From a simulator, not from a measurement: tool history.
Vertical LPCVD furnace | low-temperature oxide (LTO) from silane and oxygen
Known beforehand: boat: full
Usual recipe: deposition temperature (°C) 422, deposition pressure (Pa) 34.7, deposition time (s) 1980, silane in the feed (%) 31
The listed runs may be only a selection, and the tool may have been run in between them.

run	hour	deposition temperature (°C)	deposition pressure (Pa)	deposition time (s)	silane in the feed (%)	read-back reference wafer on the same gauge, thickness	film thickness on the monitor wafer in the middle of the boat (nm)
1	0	422	34.7	1980	31	371.94	367.99
2	71.1	422	34.7	1980	31	372.29	367.7
3	137.4	422	34.7	1980	31	371.92	368.76
4	320.4	422	34.7	1980	31	372.16	359.81
5	349.2	422	34.7	1980	31	372.18	359.48
6	404.8	422	34.7	1980	31	372.1	361.23
7	436.4	422	34.7	1980	34	371.89	407.43
8	487.7	422	38.7	1470	31	371.86	300.46
9	555	422	34.7	1980	31	371.92	362.51
10	627.2	422	28.7	1980	26	372.11	227.95
11	658.7	422	27.3	1980	36	371.74	340.85
12	716	422	34.7	1980	31	371.65	355.02
13	740.7	411	34.7	1980	31	371.96	315.31
14	868.2	426	34.7	1980	35	372.22	436.36

Put back what was entered between runs (4 entries, withheld): which listed runs does each sit between, and how does the hidden state differ from the listed run before to the listed run after?
In the gap between runs 3 and 4: thermocouples replaced and temperature profile calibrated (hour 262.7)
  true tube temperature minus thermocouple reading, K: 4.23 -> 1.52; deviation of the silane flow from its setpoint, %: 2.8 -> 3.15
  what was measured, less what the result would be without the hidden state, film thickness on the monitor wafer in the middle of the boat (nm): +25.43 -> +16.03
In the gap between runs 5 and 6: gauge calibrated (hour 351.2)
  true tube temperature minus thermocouple reading, K: 1.6 -> 1.77; deviation of the silane flow from its setpoint, %: 3.21 -> 3.32
  what was measured, less what the result would be without the hidden state, film thickness on the monitor wafer in the middle of the boat (nm): +16.51 -> +17.53
In the gap between runs 8 and 9: pressure gauge zeroed (hour 537.5)
  true tube temperature minus thermocouple reading, K: 2 -> 2.17; deviation of the silane flow from its setpoint, %: 3.49 -> 3.63
  what was measured, less what the result would be without the hidden state, film thickness on the monitor wafer in the middle of the boat (nm): +15.71 -> +20.03
In the gap between runs 9 and 10: silane flow controller replaced (hour 626.7)
  true tube temperature minus thermocouple reading, K: 2.17 -> 2.35; deviation of the silane flow from its setpoint, %: 3.63 -> 0.82
  what was measured, less what the result would be without the hidden state, film thickness on the monitor wafer in the middle of the boat (nm): +20.03 -> +7.95
